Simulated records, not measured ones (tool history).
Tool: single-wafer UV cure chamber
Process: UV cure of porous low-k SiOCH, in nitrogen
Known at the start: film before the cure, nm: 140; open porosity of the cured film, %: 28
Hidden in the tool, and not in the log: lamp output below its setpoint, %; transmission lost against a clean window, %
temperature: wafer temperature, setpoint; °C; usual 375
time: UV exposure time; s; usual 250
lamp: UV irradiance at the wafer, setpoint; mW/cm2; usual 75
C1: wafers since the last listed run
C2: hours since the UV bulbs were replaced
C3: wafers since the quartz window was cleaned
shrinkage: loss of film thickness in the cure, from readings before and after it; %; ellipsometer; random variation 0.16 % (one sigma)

{"run": 1, "day": 0.0, "temperature": 375, "time": 250, "lamp": 75, "C1": 0, "C2": 781.6, "C3": 2708, "shrinkage": 12.28}
{"run": 2, "day": 1.662, "temperature": 375, "time": 250, "lamp": 75, "C1": 175, "C2": 821.5, "C3": 2883, "shrinkage": 12.395}
{"run": 3, "day": 3.671, "temperature": 375, "time": 250, "lamp": 75, "C1": 211, "C2": 869.7, "C3": 3094, "shrinkage": 12.352}
{"run": 4, "day": 5.929, "temperature": 375, "time": 250, "lamp": 66, "C1": 237, "C2": 923.9, "C3": 3332, "shrinkage": 11.486}
{"run": 5, "day": 8.712, "temperature": 375, "time": 250, "lamp": 66, "C1": 293, "C2": 990.7, "C3": 3625, "shrinkage": 11.776}
{"run": 6, "day": 10.971, "temperature": 375, "time": 250, "lamp": 66, "C1": 237, "C2": 1044.9, "C3": 3863, "shrinkage": 11.43}
{"run": 7, "day": 13.921, "temperature": 375, "time": 250, "lamp": 84, "C1": 310, "C2": 1115.7, "C3": 4173, "shrinkage": 12.63}
{"run": 8, "day": 15.4, "temperature": 375, "time": 250, "lamp": 84, "C1": 155, "C2": 1151.2, "C3": 4329, "shrinkage": 12.403}
{"run": 9, "day": 16.9, "temperature": 375, "time": 250, "lamp": 75, "C1": 157, "C2": 1187.2, "C3": 4487, "shrinkage": 11.598}
{"run": 10, "day": 18.188, "temperature": 355, "time": 110, "lamp": 107, "C1": 135, "C2": 1218.1, "C3": 4622, "shrinkage": 9.097}
{"day": 18.825, "done": "quartz window cleaned"}
{"run": 11, "day": 19.888, "temperature": 375, "time": 190, "lamp": 62, "C1": 143, "C2": 1258.9, "C3": 111, "shrinkage": 9.342}
{"run": 12, "day": 21.375, "temperature": 369, "time": 170, "lamp": 107, "C1": 156, "C2": 1294.6, "C3": 268, "shrinkage": 11.298}
{"day": 21.996, "done": "UV bulbs replaced"}
{"run": 13, "day": 23.75, "temperature": 390, "time": 315, "lamp": 94, "C1": 214, "C2": 42.1, "C3": 483, "shrinkage": 15.446}
{"run": 14, "day": 25.904, "temperature": 375, "time": 250, "lamp": 84, "C1": 226, "C2": 93.8, "C3": 710, "shrinkage": 13.772}

The next listed run, before its measurement:
{"run": 15, "day": 27.696, "temperature": 388, "time": 250, "lamp": 75, "C1": 188, "C2": 136.8, "C3": 898, "shrinkage": "?"}

{"run 15": {"shrinkage": 13.454}}
Without the tool's hidden state the same run would have given shrinkage 13.587 %.

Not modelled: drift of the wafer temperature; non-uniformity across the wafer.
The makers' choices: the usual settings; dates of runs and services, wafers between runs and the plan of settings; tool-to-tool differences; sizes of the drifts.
